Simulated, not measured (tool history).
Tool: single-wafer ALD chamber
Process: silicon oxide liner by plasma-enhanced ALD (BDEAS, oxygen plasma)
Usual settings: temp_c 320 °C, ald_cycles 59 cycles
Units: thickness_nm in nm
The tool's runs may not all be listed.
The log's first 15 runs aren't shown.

run,hour,temp_c,ald_cycles,"read-back reference wafer on the same gauge, thickness_nm",thickness_nm
16,200.7,320,55,5.539,4.809
17,210.6,320,55,5.544,4.820
18,224.1,320,59,5.540,5.172
# hour 239.4: thermocouple changed; heater temperature recalibrated
19,239.9,320,66,5.539,5.783
20,240.3,313,51,5.540,4.513
# hour 243.1: gauge calibrated
21,257.0,320,59,5.539,5.183
22,270.5,327,55,5.541,4.783
23,279.9,327,49,5.538,4.257
24,291.5,320,59,5.541,5.175
25,306.5,335,54,5.545,4.615
26,313.3,314,67,5.539,5.915
27,328.0,320,48,5.537,4.196
28,341.7,329,59,5.543,5.108
29,355.6,320,67,5.538,5.874
30,373.4,327,67,5.540,5.836
31,384.4,310,59,5.540,5.239
32,392.5,320,59,5.543,5.174
33,400.7,331,51,5.544,4.410
34,408.6,320,59,5.542,5.196

Forecast each of these 3 alternatives for the next run:
A,409.1,320,59,?,?
B,409.1,328,66,?,?
C,409.1,331,65,?,?

run,"read-back reference wafer on the same gauge, thickness_nm",thickness_nm
A,5.542,5.178
B,5.542,5.731
C,5.542,5.622
Without the tool's hidden state the same runs would have given:
run,thickness_nm
A,5.178
B,5.731
C,5.622

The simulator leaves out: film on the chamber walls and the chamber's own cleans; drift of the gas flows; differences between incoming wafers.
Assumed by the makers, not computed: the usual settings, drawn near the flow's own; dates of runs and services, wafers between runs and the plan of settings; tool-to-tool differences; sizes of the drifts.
